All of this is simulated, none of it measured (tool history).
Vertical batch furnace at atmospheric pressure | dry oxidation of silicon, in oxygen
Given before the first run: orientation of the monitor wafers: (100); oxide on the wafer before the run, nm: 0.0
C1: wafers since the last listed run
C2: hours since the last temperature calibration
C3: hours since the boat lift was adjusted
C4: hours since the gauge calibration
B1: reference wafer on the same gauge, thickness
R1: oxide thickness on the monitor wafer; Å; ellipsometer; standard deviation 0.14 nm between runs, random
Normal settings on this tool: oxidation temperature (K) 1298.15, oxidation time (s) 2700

{"run": 1, "hour": 0.0, "oxidation temperature (K)": 1298.15, "oxidation time (s)": 2700, "C1": 0, "C2": 3137, "C3": 5404.2, "C4": 230.6, "B1": 46.11, "R1": 517.9}
{"run": 2, "hour": 52.4, "oxidation temperature (K)": 1298.15, "oxidation time (s)": 2340, "C1": 492, "C2": 3189.4, "C3": 5456.6, "C4": 283, "B1": 46.11, "R1": 472.9}
{"run": 3, "hour": 116.2, "oxidation temperature (K)": 1283.15, "oxidation time (s)": 3210, "C1": 599, "C2": 3253.2, "C3": 5520.4, "C4": 346.8, "B1": 46.1, "R1": 503.4}
{"run": 4, "hour": 187.5, "oxidation temperature (K)": 1283.15, "oxidation time (s)": 3210, "C1": 669, "C2": 3324.5, "C3": 5591.7, "C4": 418.1, "B1": 46.1, "R1": 504.4}
{"run": 5, "hour": 217.3, "oxidation temperature (K)": 1286.15, "oxidation time (s)": 2700, "C1": 279, "C2": 3354.3, "C3": 5621.5, "C4": 447.9, "B1": 46.12, "R1": 465}
{"run": 6, "hour": 265.9, "oxidation temperature (K)": 1286.15, "oxidation time (s)": 2700, "C1": 456, "C2": 3402.9, "C3": 5670.1, "C4": 496.5, "B1": 46.09, "R1": 464.1}
{"run": 7, "hour": 319.8, "oxidation temperature (K)": 1298.15, "oxidation time (s)": 2700, "C1": 506, "C2": 3456.8, "C3": 5724, "C4": 550.4, "B1": 46.12, "R1": 519.5}
{"run": 8, "hour": 354.4, "oxidation temperature (K)": 1298.15, "oxidation time (s)": 2700, "C1": 325, "C2": 3491.4, "C3": 5758.6, "C4": 585, "B1": 46.11, "R1": 516.7}
{"run": 9, "hour": 393.1, "oxidation temperature (K)": 1298.15, "oxidation time (s)": 2700, "C1": 363, "C2": 3530.1, "C3": 5797.3, "C4": 623.7, "B1": 46.11, "R1": 517.1}
{"run": 10, "hour": 446.0, "oxidation temperature (K)": 1298.15, "oxidation time (s)": 2700, "C1": 497, "C2": 3583, "C3": 5850.2, "C4": 676.6, "B1": 46.14, "R1": 518.1}
{"hour": 479.5, "done": "boat lift adjusted"}
{"run": 11, "hour": 505.4, "oxidation temperature (K)": 1298.15, "oxidation time (s)": 2700, "C1": 332, "C2": 3642.4, "C3": 25.9, "C4": 736, "B1": 46.05, "R1": 517.6}
{"run": 12, "hour": 563.3, "oxidation temperature (K)": 1298.15, "oxidation time (s)": 2700, "C1": 544, "C2": 3700.3, "C3": 83.8, "C4": 793.9, "B1": 46.19, "R1": 519.3}
{"run": 13, "hour": 666.1, "oxidation temperature (K)": 1298.15, "oxidation time (s)": 1620, "C1": 965, "C2": 3803.1, "C3": 186.6, "C4": 896.7, "B1": 46.08, "R1": 380.5}
{"run": 14, "hour": 704.5, "oxidation temperature (K)": 1298.15, "oxidation time (s)": 1770, "C1": 360, "C2": 3841.5, "C3": 225, "C4": 935.1, "B1": 46.06, "R1": 401.7}
{"run": 15, "hour": 743.6, "oxidation temperature (K)": 1287.15, "oxidation time (s)": 1770, "C1": 367, "C2": 3880.6, "C3": 264.1, "C4": 974.2, "B1": 46.11, "R1": 363.5}
{"run": 16, "hour": 809.0, "oxidation temperature (K)": 1298.15, "oxidation time (s)": 2700, "C1": 614, "C2": 3946, "C3": 329.5, "C4": 1039.6, "B1": 46.07, "R1": 518.8}
{"run": 17, "hour": 899.1, "oxidation temperature (K)": 1278.15, "oxidation time (s)": 1800, "C1": 846, "C2": 4036.1, "C3": 419.6, "C4": 1129.7, "B1": 46.17, "R1": 340.3}
{"hour": 978.6, "done": "thermocouples replaced and temperature profile calibrated"}
{"run": 18, "hour": 979.1, "oxidation temperature (K)": 1313.15, "oxidation time (s)": 3750, "C1": 526, "C2": 0.5, "C3": 499.6, "C4": 1209.7, "B1": 46.01, "R1": 698.4}
{"run": 19, "hour": 1008.1, "oxidation temperature (K)": 1316.15, "oxidation time (s)": 1440, "C1": 272, "C2": 29.5, "C3": 528.6, "C4": 1238.7, "B1": 46.11, "R1": 399.6}
{"run": 20, "hour": 1046.0, "oxidation temperature (K)": 1298.15, "oxidation time (s)": 2700, "C1": 356, "C2": 67.4, "C3": 566.5, "C4": 1276.6, "B1": 46.15, "R1": 499.1}
{"hour": 1067.1, "done": "gauge calibrated"}
{"run": 21, "hour": 1104.1, "oxidation temperature (K)": 1298.15, "oxidation time (s)": 2700, "C1": 545, "C2": 125.5, "C3": 624.6, "C4": 37, "B1": 46.09, "R1": 499.5}
{"run": 22, "hour": 1158.2, "oxidation temperature (K)": 1321.15, "oxidation time (s)": 3690, "C1": 508, "C2": 179.6, "C3": 678.7, "C4": 91.1, "B1": 46.09, "R1": 744.2}
{"run": 23, "hour": 1225.5, "oxidation temperature (K)": 1315.15, "oxidation time (s)": 1890, "C1": 632, "C2": 246.9, "C3": 746, "C4": 158.4, "B1": 46.08, "R1": 466.9}
{"run": 24, "hour": 1279.1, "oxidation temperature (K)": 1298.15, "oxidation time (s)": 2700, "C1": 503, "C2": 300.5, "C3": 799.6, "C4": 212, "B1": 46.12, "R1": 500.6}
{"run": 25, "hour": 1343.8, "oxidation temperature (K)": 1298.15, "oxidation time (s)": 2700, "C1": 607, "C2": 365.2, "C3": 864.3, "C4": 276.7, "B1": 46.07, "R1": 501.9}

The tool's hidden state at each run:
monitor wafer colder than the profiled boat position, K: 0 at every run
gauge reads high (%): 0 at every run
H1: true tube temperature minus thermocouple reading, K
run=1 H1=5.05
run=2 H1=5.07
run=3 H1=5.09
run=4 H1=5.12
run=5 H1=5.13
run=6 H1=5.14
run=7 H1=5.16
run=8 H1=5.17
run=9 H1=5.18
run=10 H1=5.2
run=11 H1=5.22
run=12 H1=5.23
run=13 H1=5.26
run=14 H1=5.27
run=15 H1=5.28
run=16 H1=5.29
run=17 H1=5.31
run=18 H1=0.421
run=19 H1=0.529
run=20 H1=0.667
run=21 H1=0.871
run=22 H1=1.05
run=23 H1=1.27
run=24 H1=1.44
run=25 H1=1.63

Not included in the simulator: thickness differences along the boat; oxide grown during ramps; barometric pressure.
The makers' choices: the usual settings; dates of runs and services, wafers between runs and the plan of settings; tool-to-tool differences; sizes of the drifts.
